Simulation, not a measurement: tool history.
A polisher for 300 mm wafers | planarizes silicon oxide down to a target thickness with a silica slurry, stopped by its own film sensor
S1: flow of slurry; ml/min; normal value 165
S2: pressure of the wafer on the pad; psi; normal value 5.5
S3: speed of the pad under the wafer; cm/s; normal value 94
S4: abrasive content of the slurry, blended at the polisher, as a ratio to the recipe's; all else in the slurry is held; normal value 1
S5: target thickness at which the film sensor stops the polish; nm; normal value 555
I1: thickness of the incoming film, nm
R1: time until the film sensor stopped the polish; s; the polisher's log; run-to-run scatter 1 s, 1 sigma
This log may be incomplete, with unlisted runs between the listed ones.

run 1 hour=0 | S1=165 S2=5.5 S3=94 S4=1 S5=555 | I1=880.9 | R1=93.6
run 2 hour=17.2 | S1=165 S2=5.5 S3=94 S4=1 S5=555 | I1=890.2 | R1=96
run 3 hour=41.8 | S1=165 S2=5.5 S3=94 S4=1 S5=555 | I1=899.3 | R1=99
run 4 hour=75.8 | S1=165 S2=5.5 S3=94 S4=1 S5=555 | I1=901.1 | R1=97.9
-- hour=87.9 worn pad replaced by a new one
run 5 hour=94.1 | S1=165 S2=5.5 S3=94 S4=1 S5=555 | I1=883.8 | R1=94.5
-- hour=97.9 slurry nozzle cleaned
-- hour=107.7 slurry blender recalibrated
run 6 hour=117.5 | S1=165 S2=5.5 S3=94 S4=1 S5=555 | I1=898.4 | R1=94.9
run 7 hour=150.6 | S1=165 S2=5.5 S3=94 S4=1 S5=555 | I1=895.6 | R1=97.9
run 8 hour=178.9 | S1=130 S2=7.2 S3=94 S4=0.85 S5=451 | I1=882.4 | R1=116.3
run 9 hour=195.9 | S1=165 S2=5.5 S3=94 S4=1 S5=555 | I1=884.5 | R1=93.8
run 10 hour=221.9 | S1=110 S2=5.5 S3=94 S4=1 S5=503 | I1=892.9 | R1=121.9
run 11 hour=252.4 | S1=130 S2=7.2 S3=94 S4=0.85 S5=451 | I1=891.7 | R1=120.7
run 12 hour=265.2 | S1=165 S2=3.7 S3=94 S4=1 S5=591 | I1=899.4 | R1=112
-- hour=273.7 worn pad replaced by a new one
-- hour=283.4 slurry blender recalibrated
run 13 hour=297.7 | S1=165 S2=5.5 S3=94 S4=1 S5=505 | I1=898.8 | R1=109
-- hour=308.7 conditioning disc replaced and pad reconditioned
-- hour=310.2 slurry nozzle cleaned
run 14 hour=314.7 | S1=125 S2=7.3 S3=64 S4=0.85 S5=555 | I1=876.6 | R1=118.3
-- hour=331.5 head pressure recalibrated
run 15 hour=344.9 | S1=165 S2=6.6 S3=94 S4=0.9 S5=442 | I1=880.3 | R1=117.5
run 16 hour=362.2 | S1=165 S2=5.5 S3=94 S4=1 S5=555 | I1=895.3 | R1=98.8
run 17 hour=396.5 | S1=165 S2=5.5 S3=82 S4=1.1 S5=480 | I1=910 | R1=132.5
run 18 hour=425.1 | S1=165 S2=5.5 S3=94 S4=1.15 S5=555 | I1=890.1 | R1=90.5
run 19 hour=457.5 | S1=165 S2=5.5 S3=94 S4=1 S5=555 | I1=888.9 | R1=96.8
-- hour=461.1 slurry blender recalibrated
-- hour=471 worn pad replaced by a new one
run 20 hour=491.7 | S1=130 S2=5.5 S3=108 S4=1 S5=615 | I1=890 | R1=73.2
-- hour=493.9 slurry nozzle cleaned
run 21 hour=521.4 | S1=165 S2=5.5 S3=104 S4=1 S5=555 | I1=895 | R1=90.5
run 22 hour=536 | S1=165 S2=5.5 S3=94 S4=1 S5=555 | I1=894.3 | R1=96.3
run 23 hour=561 | S1=165 S2=5.5 S3=94 S4=1 S5=555 | I1=884.9 | R1=95.6
run 24 hour=587.7 | S1=165 S2=5.5 S3=94 S4=0.8 S5=555 | I1=893.5 | R1=109

Here are 5 independent what-if runs from the current tool condition. What would each one return?
run A hour=588.2 | S1=165 S2=5.5 S3=94 S4=1 S5=555 | I1=888.2 | R1=?
run B hour=588.2 | S1=165 S2=7.2 S3=94 S4=1 S5=555 | I1=888.2 | R1=?
run C hour=588.2 | S1=165 S2=5.5 S3=106 S4=1 S5=555 | I1=888.2 | R1=?
run D hour=588.2 | S1=165 S2=5.5 S3=118 S4=0.8 S5=555 | I1=888.2 | R1=?
run E hour=588.2 | S1=165 S2=5.5 S3=94 S4=1.15 S5=672 | I1=888.2 | R1=?

run=A R1=95.5
run=B R1=80.6
run=C R1=86.7
run=D R1=88.7
run=E R1=58.2
Without the tool's hidden state the same runs would have given:
run=A R1=90.5
run=B R1=76.3
run=C R1=82.2
run=D R1=83.5
run=E R1=55.4

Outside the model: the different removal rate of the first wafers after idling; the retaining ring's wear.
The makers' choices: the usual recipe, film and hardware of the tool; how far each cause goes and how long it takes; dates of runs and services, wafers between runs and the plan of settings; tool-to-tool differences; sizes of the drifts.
